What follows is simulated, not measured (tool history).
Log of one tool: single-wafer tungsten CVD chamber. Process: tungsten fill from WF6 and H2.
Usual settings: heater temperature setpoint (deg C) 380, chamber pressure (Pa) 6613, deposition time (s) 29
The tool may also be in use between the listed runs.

| run | hour | heater temperature setpoint (deg C) | chamber pressure (Pa) | deposition time (s) | read-back reference wafer on the same gauge, thickness_nm | mean film thickness on the monitor wafer (Å) |
|---|---|---|---|---|---|---|
| 1 | 0 | 380 | 6613 | 29 | 66.179 | 779.14 |
| 2 | 38.2 | 380 | 6613 | 29 | 66.157 | 773.5 |
| 3 | 172.9 | 380 | 6613 | 29 | 66.119 | 768.24 |
| 4 | 224.6 | 391 | 6613 | 29 | 66.234 | 984.11 |
| 5 | 286.7 | 380 | 7253 | 29 | 66.137 | 810.45 |
| 6 | 333.3 | 380 | 6186 | 31.3 | 66.225 | 793.08 |
| 7 | 377.3 | 380 | 6186 | 31.3 | 66.22 | 790.03 |
| 8 | 414.2 | 380 | 6186 | 31.3 | 66.218 | 795.72 |
| 9 | 465.2 | 380 | 6613 | 29 | 66.044 | 758.75 |
| 10 | 496.6 | 380 | 6613 | 29 | 66.134 | 757.49 |
| 11 | 526.1 | 380 | 6613 | 29 | 66.116 | 761.28 |
| 12 | 572.8 | 380 | 6613 | 29 | 66.146 | 764.2 |
|  | 603.3 | showerhead replaced |
| 13 | 613.7 | 380 | 6613 | 29 | 66.215 | 766.74 |
| 14 | 685.5 | 380 | 6613 | 29 | 66.252 | 761.59 |
| 15 | 736.6 | 380 | 6613 | 27.2 | 66.079 | 711.42 |
| 16 | 773.8 | 380 | 6613 | 27.2 | 66.145 | 715.15 |
| 17 | 820 | 380 | 6613 | 29 | 66.192 | 753.75 |
| 18 | 873.4 | 380 | 7333 | 29 | 66.156 | 800.71 |
|  | 1002.5 | capacitance manometer re-zeroed and calibrated |
| 19 | 1016.3 | 371 | 7079 | 27.3 | 66.254 | 601.26 |
| 20 | 1073.4 | 393 | 7253 | 24.8 | 66.339 | 921.82 |
| 21 | 1107.3 | 380 | 6613 | 29 | 66.165 | 753.8 |
| 22 | 1167 | 388 | 7973 | 30.7 | 66.339 | 1069.81 |
|  | 1182.3 | gauge calibrated |
| 23 | 1191.5 | 380 | 6613 | 29 | 66.194 | 762.57 |
|  | 1244.5 | thermocouple changed; heater temperature recalibrated |
| 24 | 1263.1 | 380 | 6613 | 29 | 66.179 | 713.69 |
| 25 | 1366.8 | 380 | 6613 | 33.9 | 66.082 | 832.45 |
| 26 | 1391.3 | 375 | 5400 | 29 | 66.14 | 549.51 |
| 27 | 1427.6 | 372 | 7066 | 27.2 | 66.304 | 562.73 |
| 28 | 1485.1 | 380 | 6613 | 24.6 | 66.253 | 594.65 |
|  | 1509.1 | thermocouple changed; heater temperature recalibrated, repeated, since the last time left the tool worse |
| 29 | 1523.5 | 369 | 6613 | 29 | 66.252 | 610.65 |
| 30 | 1592.2 | 380 | 6613 | 25.7 | 66.302 | 695.96 |
| 31 | 1650.5 | 387 | 6613 | 29 | 66.1 | 912.41 |
| 32 | 1714 | 380 | 6613 | 33.7 | 66.239 | 899.2 |
| 33 | 1751.9 | 380 | 6613 | 29 | 66.116 | 774.66 |
| 34 | 1781.8 | 375 | 5533 | 33 | 66.081 | 691.97 |
| 35 | 1837.1 | 380 | 5133 | 29 | 66.121 | 643.46 |

3 ways to go on from here, each from the tool as it stands after run 35. What would each give?
| A | 1837.5 | 371 | 6613 | 29 | ? | ? |
| B | 1837.5 | 380 | 6613 | 34.5 | ? | ? |
| C | 1837.5 | 371 | 6106 | 32.1 | ? | ? |

| run | read-back reference wafer on the same gauge, thickness_nm | mean film thickness on the monitor wafer (Å) |
|---|---|---|
| A | 66.13 | 622.97 |
| B | 66.13 | 919.31 |
| C | 66.13 | 655.4 |
Without the tool's hidden state the same runs would have given:
| run | mean film thickness on the monitor wafer (Å) |
|---|---|
| A | 652.43 |
| B | 960.86 |
| C | 686.4 |

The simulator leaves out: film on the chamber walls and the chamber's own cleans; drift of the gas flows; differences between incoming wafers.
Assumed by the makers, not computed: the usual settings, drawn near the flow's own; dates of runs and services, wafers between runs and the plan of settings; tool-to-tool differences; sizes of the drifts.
